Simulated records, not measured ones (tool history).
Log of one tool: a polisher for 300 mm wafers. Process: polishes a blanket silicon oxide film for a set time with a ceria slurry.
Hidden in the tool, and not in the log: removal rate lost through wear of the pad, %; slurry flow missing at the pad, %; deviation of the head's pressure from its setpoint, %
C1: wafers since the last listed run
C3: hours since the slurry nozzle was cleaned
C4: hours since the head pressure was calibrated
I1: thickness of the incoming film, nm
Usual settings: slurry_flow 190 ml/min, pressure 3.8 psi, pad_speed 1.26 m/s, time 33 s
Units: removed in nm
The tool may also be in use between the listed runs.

run 1 hour=0.0 | slurry_flow=225 pressure=3.8 pad_speed=1.26 time=33 | C1=0 wafers_polished_on_this_pad=1232 C3=359.8 C4=406.8 | I1=985.8 | removed=196.5
run 2 hour=32.4 | slurry_flow=225 pressure=3.8 pad_speed=1.26 time=33 | C1=393 wafers_polished_on_this_pad=1626 C3=392.2 C4=439.2 | I1=990.1 | removed=195.6
-- hour=36.9 slurry nozzle cleaned
-- hour=51.8 worn pad replaced by a new one
run 3 hour=52.3 | slurry_flow=225 pressure=3.8 pad_speed=1.26 time=33 | C1=181 wafers_polished_on_this_pad=5 C3=15.4 C4=459.1 | I1=979.8 | removed=207.0
run 4 hour=66.6 | slurry_flow=190 pressure=3.8 pad_speed=1.26 time=33 | C1=173 wafers_polished_on_this_pad=179 C3=29.7 C4=473.4 | I1=990.9 | removed=201.0
run 5 hour=95.2 | slurry_flow=190 pressure=3.8 pad_speed=1.26 time=33 | C1=347 wafers_polished_on_this_pad=527 C3=58.3 C4=502.0 | I1=977.9 | removed=196.8
run 6 hour=126.1 | slurry_flow=190 pressure=3.8 pad_speed=1.26 time=33 | C1=375 wafers_polished_on_this_pad=903 C3=89.2 C4=532.9 | I1=980.3 | removed=196.8
run 7 hour=152.7 | slurry_flow=210 pressure=3.8 pad_speed=1.26 time=33 | C1=323 wafers_polished_on_this_pad=1226 C3=115.8 C4=559.5 | I1=985.5 | removed=198.1
run 8 hour=173.4 | slurry_flow=210 pressure=3.8 pad_speed=1.26 time=33 | C1=251 wafers_polished_on_this_pad=1478 C3=136.5 C4=580.2 | I1=1010.5 | removed=201.0
-- hour=204.7 worn pad replaced by a new one
run 9 hour=205.2 | slurry_flow=210 pressure=3.8 pad_speed=1.26 time=33 | C1=338 wafers_polished_on_this_pad=6 C3=168.3 C4=612.0 | I1=998.3 | removed=195.7
run 10 hour=239.1 | slurry_flow=190 pressure=3.8 pad_speed=1.26 time=33 | C1=412 wafers_polished_on_this_pad=418 C3=202.2 C4=645.9 | I1=968.8 | removed=193.7
run 11 hour=270.1 | slurry_flow=190 pressure=3.8 pad_speed=1.26 time=33 | C1=376 wafers_polished_on_this_pad=795 C3=233.2 C4=676.9 | I1=984.8 | removed=190.4
run 12 hour=290.2 | slurry_flow=190 pressure=3.8 pad_speed=1.26 time=33 | C1=244 wafers_polished_on_this_pad=1039 C3=253.3 C4=697.0 | I1=981.4 | removed=193.5
-- hour=337.7 head pressure recalibrated
-- hour=358.5 worn pad replaced by a new one
run 13 hour=391.9 | slurry_flow=190 pressure=3.8 pad_speed=1.26 time=30 | C1=1163 wafers_polished_on_this_pad=406 C3=355.0 C4=54.2 | I1=982.4 | removed=172.6
-- hour=397.4 slurry nozzle cleaned
run 14 hour=406.5 | slurry_flow=190 pressure=3.8 pad_speed=1.26 time=33 | C1=165 wafers_polished_on_this_pad=571 C3=9.1 C4=68.8 | I1=1009.4 | removed=174.8
run 15 hour=438.2 | slurry_flow=190 pressure=3.8 pad_speed=1.66 time=33 | C1=385 wafers_polished_on_this_pad=957 C3=40.8 C4=100.5 | I1=978.1 | removed=228.2
run 16 hour=456.7 | slurry_flow=170 pressure=2.6 pad_speed=1.56 time=33 | C1=224 wafers_polished_on_this_pad=1182 C3=59.3 C4=119.0 | I1=986.9 | removed=139.1
run 17 hour=469.4 | slurry_flow=210 pressure=4.2 pad_speed=0.92 time=33 | C1=154 wafers_polished_on_this_pad=1336 C3=72.0 C4=131.7 | I1=971.0 | removed=140.7
run 18 hour=487.7 | slurry_flow=190 pressure=5.1 pad_speed=1.26 time=33 | C1=222 wafers_polished_on_this_pad=1559 C3=90.3 C4=150.0 | I1=977.3 | removed=226.1
-- hour=494.5 slurry nozzle cleaned, repeated, since the last time left the tool worse
-- hour=506.3 worn pad replaced by a new one
run 19 hour=519.0 | slurry_flow=140 pressure=4.9 pad_speed=1.26 time=43 | C1=319 wafers_polished_on_this_pad=154 C3=24.5 C4=181.3 | I1=1005.9 | removed=310.9
run 20 hour=531.4 | slurry_flow=215 pressure=3.8 pad_speed=1.26 time=33 | C1=150 wafers_polished_on_this_pad=305 C3=36.9 C4=193.7 | I1=999.0 | removed=196.2
run 21 hour=566.4 | slurry_flow=190 pressure=3.3 pad_speed=1.26 time=33 | C1=425 wafers_polished_on_this_pad=730 C3=71.9 C4=228.7 | I1=972.5 | removed=170.3
run 22 hour=597.3 | slurry_flow=190 pressure=3.8 pad_speed=1.26 time=33 | C1=375 wafers_polished_on_this_pad=1106 C3=102.8 C4=259.6 | I1=992.2 | removed=198.2
run 23 hour=609.5 | slurry_flow=190 pressure=3.8 pad_speed=1.26 time=33 | C1=148 wafers_polished_on_this_pad=1254 C3=115.0 C4=271.8 | I1=988.1 | removed=193.9
-- hour=633.7 worn pad replaced by a new one
run 24 hour=634.8 | slurry_flow=190 pressure=3.8 pad_speed=1.46 time=33 | C1=258 wafers_polished_on_this_pad=13 C3=140.3 C4=297.1 | I1=995.4 | removed=223.2
run 25 hour=648.2 | slurry_flow=190 pressure=4.2 pad_speed=0.86 time=33 | C1=162 wafers_polished_on_this_pad=176 C3=153.7 C4=310.5 | I1=994.3 | removed=145.4
run 26 hour=676.9 | slurry_flow=190 pressure=4.7 pad_speed=1.26 time=44 | C1=348 wafers_polished_on_this_pad=525 C3=182.4 C4=339.2 | I1=984.1 | removed=315.6
run 27 hour=703.7 | slurry_flow=135 pressure=3.8 pad_speed=1.26 time=33 | C1=325 wafers_polished_on_this_pad=851 C3=209.2 C4=366.0 | I1=977.5 | removed=180.2

5 ways to go on from here, each from the tool as it stands after run 27. What would each give?
run A hour=704.1 | slurry_flow=190 pressure=3.8 pad_speed=1.26 time=33 | C1=4 wafers_polished_on_this_pad=855 C3=209.6 C4=366.4 | I1=972.4 | removed=?
run B hour=704.1 | slurry_flow=255 pressure=3.8 pad_speed=1.66 time=43 | C1=4 wafers_polished_on_this_pad=855 C3=209.6 C4=366.4 | I1=972.4 | removed=?
run C hour=704.1 | slurry_flow=190 pressure=4.6 pad_speed=1.26 time=33 | C1=4 wafers_polished_on_this_pad=855 C3=209.6 C4=366.4 | I1=972.4 | removed=?
run D hour=704.1 | slurry_flow=190 pressure=3.0 pad_speed=1.26 time=41 | C1=4 wafers_polished_on_this_pad=855 C3=209.6 C4=366.4 | I1=972.4 | removed=?
run E hour=704.1 | slurry_flow=190 pressure=4.8 pad_speed=1.26 time=33 | C1=4 wafers_polished_on_this_pad=855 C3=209.6 C4=366.4 | I1=972.4 | removed=?

run=A removed=191.5
run=B removed=343.7
run=C removed=231.9
run=D removed=187.9
run=E removed=241.9
Without the tool's hidden state the same runs would have given:
run=A removed=196.7
run=B removed=350.6
run=C removed=238.1
run=D removed=193.0
run=E removed=248.5

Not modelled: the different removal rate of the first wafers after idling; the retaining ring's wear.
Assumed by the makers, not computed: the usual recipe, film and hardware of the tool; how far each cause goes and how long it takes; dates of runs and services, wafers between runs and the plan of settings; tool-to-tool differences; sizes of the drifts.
